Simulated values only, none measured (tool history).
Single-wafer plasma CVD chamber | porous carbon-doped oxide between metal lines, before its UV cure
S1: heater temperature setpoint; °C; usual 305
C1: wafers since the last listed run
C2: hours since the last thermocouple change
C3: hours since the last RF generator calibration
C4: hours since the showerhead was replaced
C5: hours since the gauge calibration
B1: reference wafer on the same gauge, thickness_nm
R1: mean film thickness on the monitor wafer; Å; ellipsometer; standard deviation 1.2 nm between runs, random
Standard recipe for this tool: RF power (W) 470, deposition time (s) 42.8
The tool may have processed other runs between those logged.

{"run": 1, "hour": 0.0, "S1": 305, "RF power (W)": 525, "deposition time (s)": 42.8, "C1": 0, "C2": 2296.5, "C3": 648.6, "C4": 4777.6, "C5": 359.9, "B1": 238.76, "R1": 2172.23}
{"run": 2, "hour": 50.1, "S1": 305, "RF power (W)": 525, "deposition time (s)": 42.8, "C1": 1121, "C2": 2346.6, "C3": 698.7, "C4": 4827.7, "C5": 410.0, "B1": 238.997, "R1": 2182.54}
{"run": 3, "hour": 101.2, "S1": 305, "RF power (W)": 525, "deposition time (s)": 42.8, "C1": 1143, "C2": 2397.7, "C3": 749.8, "C4": 4878.8, "C5": 461.1, "B1": 239.014, "R1": 2134.61}
{"run": 4, "hour": 131.1, "S1": 305, "RF power (W)": 470, "deposition time (s)": 40.3, "C1": 669, "C2": 2427.6, "C3": 779.7, "C4": 4908.7, "C5": 491.0, "B1": 238.486, "R1": 1937.61}
{"run": 5, "hour": 163.7, "S1": 305, "RF power (W)": 470, "deposition time (s)": 40.3, "C1": 729, "C2": 2460.2, "C3": 812.3, "C4": 4941.3, "C5": 523.6, "B1": 239.584, "R1": 1912.14}
{"run": 6, "hour": 196.4, "S1": 305, "RF power (W)": 470, "deposition time (s)": 42.8, "C1": 731, "C2": 2492.9, "C3": 845.0, "C4": 4974.0, "C5": 556.3, "B1": 239.004, "R1": 2044.84}
{"run": 7, "hour": 225.1, "S1": 305, "RF power (W)": 470, "deposition time (s)": 42.8, "C1": 642, "C2": 2521.6, "C3": 873.7, "C4": 5002.7, "C5": 585.0, "B1": 238.8, "R1": 2049.5}
{"run": 8, "hour": 291.0, "S1": 305, "RF power (W)": 470, "deposition time (s)": 42.8, "C1": 1474, "C2": 2587.5, "C3": 939.6, "C4": 5068.6, "C5": 650.9, "B1": 238.879, "R1": 2056.98}
{"hour": 302.8, "done": "gauge calibrated"}
{"run": 9, "hour": 349.2, "S1": 305, "RF power (W)": 470, "deposition time (s)": 42.8, "C1": 1302, "C2": 2645.7, "C3": 997.8, "C4": 5126.8, "C5": 46.4, "B1": 238.848, "R1": 2037.19}
{"run": 10, "hour": 373.6, "S1": 305, "RF power (W)": 390, "deposition time (s)": 42.8, "C1": 546, "C2": 2670.1, "C3": 1022.2, "C4": 5151.2, "C5": 70.8, "B1": 238.603, "R1": 1851.77}
{"hour": 457.5, "done": "RF generator calibrated"}
{"hour": 465.3, "done": "thermocouple changed; heater temperature recalibrated"}
{"run": 11, "hour": 508.9, "S1": 305, "RF power (W)": 470, "deposition time (s)": 42.8, "C1": 2675, "C2": 43.6, "C3": 51.4, "C4": 5286.5, "C5": 206.1, "B1": 239.017, "R1": 1975.58}
{"hour": 549.7, "done": "RF generator calibrated, repeated, since the last time left the tool worse"}
{"run": 12, "hour": 550.6, "S1": 296, "RF power (W)": 470, "deposition time (s)": 48.2, "C1": 754, "C2": 85.3, "C3": 0.9, "C4": 5328.2, "C5": 247.8, "B1": 238.886, "R1": 2519.0}
{"hour": 570.6, "done": "showerhead replaced"}
{"run": 13, "hour": 609.3, "S1": 297, "RF power (W)": 565, "deposition time (s)": 47.5, "C1": 1134, "C2": 144.0, "C3": 59.6, "C4": 38.7, "C5": 306.5, "B1": 238.478, "R1": 2681.65}
{"run": 14, "hour": 666.8, "S1": 295, "RF power (W)": 530, "deposition time (s)": 42.8, "C1": 1286, "C2": 201.5, "C3": 117.1, "C4": 96.2, "C5": 364.0, "B1": 238.792, "R1": 2340.0}
{"run": 15, "hour": 725.7, "S1": 314, "RF power (W)": 445, "deposition time (s)": 49.1, "C1": 1318, "C2": 260.4, "C3": 176.0, "C4": 155.1, "C5": 422.9, "B1": 239.212, "R1": 2206.57}
{"run": 16, "hour": 757.2, "S1": 301, "RF power (W)": 445, "deposition time (s)": 42.8, "C1": 705, "C2": 291.9, "C3": 207.5, "C4": 186.6, "C5": 454.4, "B1": 239.053, "R1": 2083.36}

Branching from run 16: 4 alternative next runs. What would each branch give?
{"run": "A", "hour": 757.6, "S1": 305, "RF power (W)": 470, "deposition time (s)": 39.7, "C1": 8, "C2": 292.3, "C3": 207.9, "C4": 187.0, "C5": 454.8, "B1": "?", "R1": "?"}
{"run": "B", "hour": 757.6, "S1": 293, "RF power (W)": 470, "deposition time (s)": 39.5, "C1": 8, "C2": 292.3, "C3": 207.9, "C4": 187.0, "C5": 454.8, "B1": "?", "R1": "?"}
{"run": "C", "hour": 757.6, "S1": 305, "RF power (W)": 470, "deposition time (s)": 45.5, "C1": 8, "C2": 292.3, "C3": 207.9, "C4": 187.0, "C5": 454.8, "B1": "?", "R1": "?"}
{"run": "D", "hour": 757.6, "S1": 290, "RF power (W)": 470, "deposition time (s)": 46.1, "C1": 8, "C2": 292.3, "C3": 207.9, "C4": 187.0, "C5": 454.8, "B1": "?", "R1": "?"}

run=A B1=239.285 R1=1931.79
run=B B1=239.285 R1=2079.53
run=C B1=239.285 R1=2206.89
run=D B1=239.285 R1=2468.79
Had the tool no hidden state, the same runs would have come out as:
run=A R1=1941.76
run=B R1=2090.26
run=C R1=2218.28
run=D R1=2481.53
